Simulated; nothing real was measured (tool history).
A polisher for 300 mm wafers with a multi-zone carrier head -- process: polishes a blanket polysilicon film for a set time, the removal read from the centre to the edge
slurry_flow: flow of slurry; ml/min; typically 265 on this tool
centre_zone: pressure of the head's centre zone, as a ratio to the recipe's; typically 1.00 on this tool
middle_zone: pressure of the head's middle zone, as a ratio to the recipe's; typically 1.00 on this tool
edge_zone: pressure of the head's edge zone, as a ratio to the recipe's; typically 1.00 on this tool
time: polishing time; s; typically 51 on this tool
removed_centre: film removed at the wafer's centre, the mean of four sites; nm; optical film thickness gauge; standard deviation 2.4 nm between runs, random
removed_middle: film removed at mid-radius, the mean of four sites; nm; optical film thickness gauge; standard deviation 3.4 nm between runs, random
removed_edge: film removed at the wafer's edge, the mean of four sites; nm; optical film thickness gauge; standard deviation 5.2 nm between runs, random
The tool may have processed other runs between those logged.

| run | day | slurry_flow | centre_zone | middle_zone | edge_zone | time | incoming thickness of the incoming film, nm | removed_centre | removed_middle | removed_edge |
|---|---|---|---|---|---|---|---|---|---|---|
| 1 | 0.000 | 265 | 1.00 | 1.00 | 1.00 | 51 | 1414.5 | 353.3 | 355.4 | 364.1 |
| 2 | 1.371 | 265 | 1.00 | 1.00 | 1.08 | 51 | 1393.6 | 335.0 | 346.9 | 356.1 |
| 3 | 2.871 | 265 | 1.00 | 1.00 | 1.08 | 51 | 1392.7 | 325.7 | 333.8 | 347.8 |
|  | 3.479 | worn pad replaced by a new one |
| 4 | 3.604 | 265 | 1.00 | 1.00 | 1.00 | 51 | 1399.5 | 359.2 | 365.3 | 362.6 |
| 5 | 4.204 | 265 | 1.00 | 1.00 | 1.00 | 51 | 1411.7 | 352.6 | 364.2 | 367.2 |
| 6 | 4.883 | 265 | 1.00 | 1.00 | 1.00 | 51 | 1394.9 | 348.5 | 359.3 | 357.2 |
| 7 | 6.317 | 265 | 1.00 | 1.00 | 1.00 | 51 | 1403.4 | 342.6 | 346.2 | 350.5 |
|  | 7.638 | worn pad replaced by a new one |
| 8 | 7.658 | 265 | 1.00 | 1.00 | 1.00 | 51 | 1418.4 | 351.8 | 359.8 | 363.4 |
| 9 | 8.971 | 265 | 1.00 | 1.00 | 1.00 | 51 | 1409.9 | 342.7 | 347.9 | 343.9 |
| 10 | 9.917 | 265 | 0.93 | 1.00 | 1.00 | 51 | 1419.5 | 312.1 | 344.1 | 351.1 |
|  | 10.700 | carrier head's membrane replaced by a new one |
| 11 | 10.721 | 340 | 1.11 | 1.00 | 1.00 | 51 | 1413.8 | 377.9 | 351.1 | 345.9 |
|  | 11.358 | worn pad replaced by a new one |
| 12 | 11.379 | 265 | 1.00 | 1.00 | 1.00 | 51 | 1415.8 | 350.6 | 368.5 | 363.8 |
|  | 12.438 | slurry nozzle cleaned |
| 13 | 12.517 | 265 | 1.00 | 0.95 | 0.96 | 51 | 1409.1 | 344.5 | 339.5 | 353.6 |
|  | 13.225 | edge zone pressure recalibrated |
| 14 | 13.996 | 265 | 1.07 | 1.00 | 1.00 | 65 | 1391.5 | 452.3 | 439.8 | 437.6 |
|  | 15.050 | centre zone pressure recalibrated |
|  | 15.188 | worn pad replaced by a new one |
| 15 | 15.208 | 235 | 0.96 | 1.00 | 0.92 | 51 | 1410.0 | 338.5 | 361.9 | 352.5 |
| 16 | 15.900 | 265 | 1.00 | 1.00 | 1.00 | 51 | 1393.2 | 350.4 | 359.3 | 357.9 |
| 17 | 16.546 | 210 | 1.00 | 0.96 | 1.00 | 51 | 1412.1 | 331.5 | 331.0 | 353.3 |
| 18 | 17.350 | 340 | 1.11 | 1.00 | 1.00 | 51 | 1405.7 | 393.1 | 351.2 | 362.6 |
| 19 | 18.229 | 310 | 0.96 | 1.00 | 1.00 | 51 | 1404.7 | 327.5 | 346.6 | 340.9 |
|  | 18.888 | worn pad replaced by a new one |
| 20 | 19.112 | 265 | 1.00 | 1.00 | 1.00 | 51 | 1408.2 | 352.4 | 352.8 | 346.4 |
| 21 | 19.983 | 200 | 1.00 | 1.00 | 1.00 | 66 | 1405.2 | 424.8 | 445.7 | 443.0 |

A few steps of removed_centre between consecutive runs. Split each: what settings, incoming material and random variation would produce without the hidden state, and what is left over for the hidden state, along with gauge scatter present in only one of the two compared results (measured, and without hidden state):
The tool's hidden condition here consists of: removal rate lost through wear of the pad, %; slurry flow missing at the pad, %; deviation of the centre zone's pressure from its setpoint, %; deviation of the edge zone's pressure from its setpoint, %.
Run 3 -> 4: edge_zone 1.08 -> 1.00, worn pad replaced by a new one. removed_centre +33.5 nm: hidden state +26.9, all else +6.6.
Run 13 -> 14: centre_zone 1.00 -> 1.07, middle_zone 0.95 -> 1.00, edge_zone 0.96 -> 1.00, time 51 -> 65, edge zone pressure recalibrated. removed_centre +107.8 nm: hidden state -18.9, all else +126.7.
Run 14 -> 15: slurry_flow 265 -> 235, centre_zone 1.07 -> 0.96, edge_zone 1.00 -> 0.92, time 65 -> 51, centre zone pressure recalibrated, worn pad replaced by a new one. removed_centre -113.8 nm: hidden state +30.4, all else -144.2.
